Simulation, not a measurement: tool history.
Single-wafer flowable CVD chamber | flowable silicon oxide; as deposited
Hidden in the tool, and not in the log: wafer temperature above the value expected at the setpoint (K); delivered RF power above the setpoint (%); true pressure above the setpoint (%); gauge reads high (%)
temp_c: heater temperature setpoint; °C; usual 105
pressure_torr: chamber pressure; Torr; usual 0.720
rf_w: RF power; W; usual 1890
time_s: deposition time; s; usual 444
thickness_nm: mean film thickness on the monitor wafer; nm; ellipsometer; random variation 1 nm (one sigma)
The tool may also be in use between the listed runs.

| run | hour | temp_c | pressure_torr | rf_w | time_s | wafers since the last listed run | hours since the last thermocouple change | hours since the last RF generator calibration | hours since the last manometer calibration | hours since the showerhead was replaced | hours since the gauge calibration | read-back reference wafer on the same gauge, thickness_nm | thickness_nm |
|---|---|---|---|---|---|---|---|---|---|---|---|---|---|
| 1 | 0.0 | 105 | 0.720 | 1890 | 444 | 0 | 1791.3 | 2.4 | 1246.1 | 5792.7 | 397.8 | 199.185 | 177.043 |
| 2 | 13.7 | 105 | 0.720 | 1890 | 444 | 35 | 1805.0 | 16.1 | 1259.8 | 5806.4 | 411.5 | 199.148 | 176.791 |
| 3 | 40.6 | 105 | 0.720 | 1890 | 444 | 70 | 1831.9 | 43.0 | 1286.7 | 5833.3 | 438.4 | 199.294 | 176.252 |
| 4 | 57.4 | 105 | 0.720 | 1710 | 444 | 43 | 1848.7 | 59.8 | 1303.5 | 5850.1 | 455.2 | 199.045 | 174.140 |
| 5 | 80.0 | 105 | 0.720 | 1710 | 444 | 58 | 1871.3 | 82.4 | 1326.1 | 5872.7 | 477.8 | 199.217 | 173.003 |
| 6 | 106.7 | 105 | 0.720 | 1710 | 444 | 69 | 1898.0 | 109.1 | 1352.8 | 5899.4 | 504.5 | 199.118 | 172.174 |
| 7 | 136.1 | 105 | 0.720 | 1890 | 481 | 76 | 1927.4 | 138.5 | 1382.2 | 5928.8 | 533.9 | 198.803 | 190.656 |
| 8 | 169.0 | 105 | 0.720 | 1890 | 444 | 85 | 1960.3 | 171.4 | 1415.1 | 5961.7 | 566.8 | 198.939 | 177.710 |
|  | 180.0 | showerhead replaced |
|  | 198.7 | gauge calibrated |
| 9 | 205.0 | 100 | 0.720 | 1890 | 444 | 73 | 1996.3 | 207.4 | 1451.1 | 25.0 | 6.3 | 199.098 | 212.110 |
| 10 | 226.6 | 105 | 0.720 | 1560 | 444 | 56 | 2017.9 | 229.0 | 1472.7 | 46.6 | 27.9 | 198.908 | 167.720 |
| 11 | 258.1 | 105 | 0.720 | 2040 | 444 | 82 | 2049.4 | 260.5 | 1504.2 | 78.1 | 59.4 | 198.968 | 178.358 |
|  | 278.9 | thermocouple changed; heater temperature recalibrated |
| 12 | 285.9 | 105 | 0.720 | 1890 | 444 | 51 | 7.0 | 288.3 | 1532.0 | 105.9 | 87.2 | 199.157 | 176.296 |
| 13 | 311.9 | 105 | 0.897 | 1890 | 444 | 67 | 33.0 | 314.3 | 1558.0 | 131.9 | 113.2 | 198.885 | 219.837 |
| 14 | 344.0 | 97 | 0.839 | 2195 | 402 | 83 | 65.1 | 346.4 | 1590.1 | 164.0 | 145.3 | 198.943 | 259.278 |
| 15 | 360.2 | 93 | 0.720 | 1790 | 444 | 42 | 81.3 | 362.6 | 1606.3 | 180.2 | 161.5 | 198.943 | 272.939 |
| 16 | 377.3 | 105 | 0.720 | 1890 | 444 | 44 | 98.4 | 379.7 | 1623.4 | 197.3 | 178.6 | 198.810 | 175.875 |
| 17 | 402.5 | 105 | 0.720 | 2135 | 507 | 65 | 123.6 | 404.9 | 1648.6 | 222.5 | 203.8 | 198.961 | 205.381 |
| 18 | 419.5 | 101 | 0.545 | 1890 | 444 | 44 | 140.6 | 421.9 | 1665.6 | 239.5 | 220.8 | 199.037 | 155.473 |
| 19 | 461.9 | 119 | 0.668 | 1890 | 444 | 110 | 183.0 | 464.3 | 1708.0 | 281.9 | 263.2 | 198.728 | 99.570 |
|  | 480.6 | capacitance manometer re-zeroed and calibrated |
| 20 | 481.1 | 114 | 0.720 | 2195 | 490 | 29 | 202.2 | 483.5 | 0.5 | 301.1 | 282.4 | 199.177 | 155.609 |
| 21 | 509.1 | 105 | 0.720 | 1890 | 444 | 73 | 230.2 | 511.5 | 28.5 | 329.1 | 310.4 | 199.045 | 189.523 |
| 22 | 537.3 | 105 | 0.720 | 1595 | 499 | 73 | 258.4 | 539.7 | 56.7 | 357.3 | 338.6 | 198.850 | 202.081 |
| 23 | 554.6 | 105 | 0.720 | 1605 | 444 | 45 | 275.7 | 557.0 | 74.0 | 374.6 | 355.9 | 199.027 | 181.959 |
| 24 | 571.9 | 94 | 0.858 | 1720 | 444 | 45 | 293.0 | 574.3 | 91.3 | 391.9 | 373.2 | 198.764 | 331.339 |
| 25 | 593.4 | 105 | 0.831 | 1890 | 444 | 56 | 314.5 | 595.8 | 112.8 | 413.4 | 394.7 | 198.881 | 217.735 |
| 26 | 624.8 | 105 | 0.720 | 1890 | 444 | 81 | 345.9 | 627.2 | 144.2 | 444.8 | 426.1 | 198.746 | 185.600 |
| 27 | 637.5 | 113 | 0.838 | 1890 | 444 | 33 | 358.6 | 639.9 | 156.9 | 457.5 | 438.8 | 198.944 | 162.082 |
| 28 | 656.1 | 115 | 0.582 | 1890 | 444 | 48 | 377.2 | 658.5 | 175.5 | 476.1 | 457.4 | 199.251 | 104.911 |
| 29 | 689.3 | 115 | 0.720 | 1890 | 444 | 86 | 410.4 | 691.7 | 208.7 | 509.3 | 490.6 | 199.174 | 128.843 |

The same runs without the tool's hidden state, with the same run-to-run variation:
| run | thickness_nm |
|---|---|
| 1 | 189.655 |
| 2 | 189.434 |
| 3 | 188.950 |
| 4 | 186.741 |
| 5 | 185.594 |
| 6 | 184.786 |
| 7 | 204.716 |
| 8 | 190.910 |
| 9 | 227.983 |
| 10 | 180.325 |
| 11 | 191.841 |
| 12 | 189.690 |
| 13 | 235.547 |
| 14 | 278.373 |
| 15 | 293.928 |
| 16 | 189.435 |
| 17 | 221.274 |
| 18 | 168.007 |
| 19 | 107.337 |
| 20 | 155.334 |
| 21 | 189.834 |
| 22 | 203.081 |
| 23 | 183.218 |
| 24 | 334.087 |
| 25 | 220.060 |
| 26 | 188.279 |
| 27 | 164.487 |
| 28 | 106.802 |
| 29 | 131.515 |
